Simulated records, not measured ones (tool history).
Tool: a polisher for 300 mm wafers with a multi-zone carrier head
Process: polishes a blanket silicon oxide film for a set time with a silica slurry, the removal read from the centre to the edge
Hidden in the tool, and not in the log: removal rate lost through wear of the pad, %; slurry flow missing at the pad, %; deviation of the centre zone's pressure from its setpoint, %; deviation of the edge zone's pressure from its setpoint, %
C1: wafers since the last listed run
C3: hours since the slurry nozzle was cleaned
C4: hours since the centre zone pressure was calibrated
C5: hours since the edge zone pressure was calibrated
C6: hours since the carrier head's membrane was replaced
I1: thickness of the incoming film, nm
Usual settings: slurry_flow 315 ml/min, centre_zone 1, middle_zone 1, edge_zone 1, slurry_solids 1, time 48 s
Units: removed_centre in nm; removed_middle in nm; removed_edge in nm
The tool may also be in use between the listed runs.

Run 1, hour 0: usual settings; C1 0; wafers polished on this pad 1102; C3 644.3; C4 601; C5 106.3; C6 565; I1 837.2. Result: removed_centre 180.8 nm, removed_middle 180.7 nm, removed_edge 179.4 nm.
At hour 46.7: slurry nozzle cleaned.
At hour 54.3: centre zone pressure recalibrated.
Run 2, hour 78.4: usual settings; C1 798; wafers polished on this pad 1900; C3 31.7; C4 24.1; C5 184.7; C6 643.4; I1 842.4. Result: removed_centre 175.2 nm, removed_middle 176.1 nm, removed_edge 180.3 nm.
Run 3, hour 160.3: usual settings; C1 867; wafers polished on this pad 2767; C3 113.6; C4 106; C5 266.6; C6 725.3; I1 824.5. Result: removed_centre 177.8 nm, removed_middle 174.5 nm, removed_edge 176.7 nm.
At hour 184.1: worn pad replaced by a new one.
At hour 207.1: edge zone pressure recalibrated.
Run 4, hour 215.6: usual settings but centre_zone 1.05, slurry_solids 1.15; C1 521; wafers polished on this pad 311; C3 168.9; C4 161.3; C5 8.5; C6 780.6; I1 830.3. Result: removed_centre 198.4 nm, removed_middle 192.2 nm, removed_edge 191.1 nm.
Run 5, hour 272: usual settings but edge_zone 0.93; C1 597; wafers polished on this pad 909; C3 225.3; C4 217.7; C5 64.9; C6 837; I1 842.2. Result: removed_centre 177.7 nm, removed_middle 175.9 nm, removed_edge 171.7 nm.
Run 6, hour 332.3: usual settings but edge_zone 0.93; C1 638; wafers polished on this pad 1547; C3 285.6; C4 278; C5 125.2; C6 897.3; I1 829.5. Result: removed_centre 180.1 nm, removed_middle 176.7 nm, removed_edge 172.3 nm.
Run 7, hour 416.2: usual settings; C1 888; wafers polished on this pad 2435; C3 369.5; C4 361.9; C5 209.1; C6 981.2; I1 834.7. Result: removed_centre 176.8 nm, removed_middle 170.1 nm, removed_edge 176.4 nm.
At hour 459.7: worn pad replaced by a new one.
At hour 477.1: carrier head's membrane replaced by a new one.
Run 8, hour 489.2: usual settings; C1 677; wafers polished on this pad 259; C3 442.5; C4 434.9; C5 282.1; C6 12.1; I1 825.6. Result: removed_centre 169.7 nm, removed_middle 166.1 nm, removed_edge 165.3 nm.
At hour 514.8: edge zone pressure recalibrated.
Run 9, hour 570.6: usual settings; C1 840; wafers polished on this pad 1099; C3 523.9; C4 516.3; C5 55.8; C6 93.5; I1 834.8. Result: removed_centre 164.7 nm, removed_middle 161.3 nm, removed_edge 164.9 nm.
Run 10, hour 626.6: usual settings; C1 592; wafers polished on this pad 1692; C3 579.9; C4 572.3; C5 111.8; C6 149.5; I1 823.6. Result: removed_centre 161.6 nm, removed_middle 162.5 nm, removed_edge 161.1 nm.
At hour 673.1: worn pad replaced by a new one, repeated, since the last time left the tool worse.
Run 11, hour 673.6: usual settings but edge_zone 0.93; C1 455; wafers polished on this pad 5; C3 626.9; C4 619.3; C5 158.8; C6 196.5; I1 816.7. Result: removed_centre 188.5 nm, removed_middle 180.9 nm, removed_edge 181.6 nm.
Run 12, hour 711.9: usual settings but centre_zone 0.97; C1 405; wafers polished on this pad 410; C3 665.2; C4 657.6; C5 197.1; C6 234.8; I1 813.7. Result: removed_centre 176.6 nm, removed_middle 176.9 nm, removed_edge 182.5 nm.
At hour 730.3: slurry nozzle cleaned.
Run 13, hour 762.9: usual settings but slurry_flow 280 ml/min; C1 529; wafers polished on this pad 940; C3 32.6; C4 708.6; C5 248.1; C6 285.8; I1 837.2. Result: removed_centre 174.2 nm, removed_middle 173 nm, removed_edge 175.5 nm.
At hour 810: edge zone pressure recalibrated.
At hour 810.1: centre zone pressure recalibrated.
Run 14, hour 827.8: usual settings; C1 665; wafers polished on this pad 1605; C3 97.5; C4 17.7; C5 17.8; C6 350.7; I1 842.3. Result: removed_centre 179.2 nm, removed_middle 175.3 nm, removed_edge 177.4 nm.
Run 15, hour 876.6: usual settings; C1 516; wafers polished on this pad 2122; C3 146.3; C4 66.5; C5 66.6; C6 399.5; I1 833. Result: removed_centre 178.2 nm, removed_middle 178.9 nm, removed_edge 176.7 nm.
At hour 931.5: worn pad replaced by a new one.
Run 16, hour 944.4: usual settings but edge_zone 1.1, time 65 s; C1 675; wafers polished on this pad 136; C3 214.1; C4 134.3; C5 134.4; C6 467.3; I1 843.1. Result: removed_centre 255.3 nm, removed_middle 249.5 nm, removed_edge 263.3 nm.
Run 17, hour 1038.8: usual settings but centre_zone 1.07; C1 999; wafers polished on this pad 1136; C3 308.5; C4 228.7; C5 228.8; C6 561.7; I1 841. Result: removed_centre 190.5 nm, removed_middle 178 nm, removed_edge 177.9 nm.
At hour 1083.8: edge zone pressure recalibrated.
Run 18, hour 1146.5: usual settings but slurry_flow 415 ml/min, centre_zone 1.1, slurry_solids 1.1; C1 1119; wafers polished on this pad 2255; C3 416.2; C4 336.4; C5 62.7; C6 669.4; I1 828.6. Result: removed_centre 207 nm, removed_middle 190 nm, removed_edge 189.1 nm.
At hour 1186.1: worn pad replaced by a new one.
Run 19, hour 1209.6: usual settings; C1 625; wafers polished on this pad 249; C3 479.3; C4 399.5; C5 125.8; C6 732.5; I1 831. Result: removed_centre 180.5 nm, removed_middle 181.1 nm, removed_edge 181.7 nm.
Run 20, hour 1280.7: usual settings but middle_zone 1.1, edge_zone 1.06, slurry_solids 1.1; C1 752; wafers polished on this pad 1001; C3 550.4; C4 470.6; C5 196.9; C6 803.6; I1 836.8. Result: removed_centre 183.9 nm, removed_middle 200.6 nm, removed_edge 193.5 nm.

4 ways to go on from here, each from the tool as it stands after run 20. What would each give?
Run A, hour 1281.1: usual settings; C1 4; wafers polished on this pad 1006; C3 550.8; C4 471; C5 197.3; C6 804; I1 823.4. Result: removed_centre ?, removed_middle ?, removed_edge ?.
Run B, hour 1281.1: usual settings but slurry_flow 250 ml/min, middle_zone 0.95, edge_zone 1.08, time 53 s; C1 4; wafers polished on this pad 1006; C3 550.8; C4 471; C5 197.3; C6 804; I1 823.4. Result: removed_centre ?, removed_middle ?, removed_edge ?.
Run C, hour 1281.1: usual settings but centre_zone 1.11; C1 4; wafers polished on this pad 1006; C3 550.8; C4 471; C5 197.3; C6 804; I1 823.4. Result: removed_centre ?, removed_middle ?, removed_edge ?.
Run D, hour 1281.1: usual settings but centre_zone 1.05, middle_zone 1.09; C1 4; wafers polished on this pad 1006; C3 550.8; C4 471; C5 197.3; C6 804; I1 823.4. Result: removed_centre ?, removed_middle ?, removed_edge ?.

run  removed_centre  removed_middle  removed_edge
  A           180.8           180.3         179.4
  B           193.7           185.5         201.7
  C           199.5           180.2         179.4
  D           189.4           193.9         179.2
Without the tool's hidden state the same runs would have given:
run  removed_centre  removed_middle  removed_edge
  A           187.5           186.9           186
  B           200.8           192.4         209.1
  C           206.9           186.8           186
  D           196.4           201.1         185.8
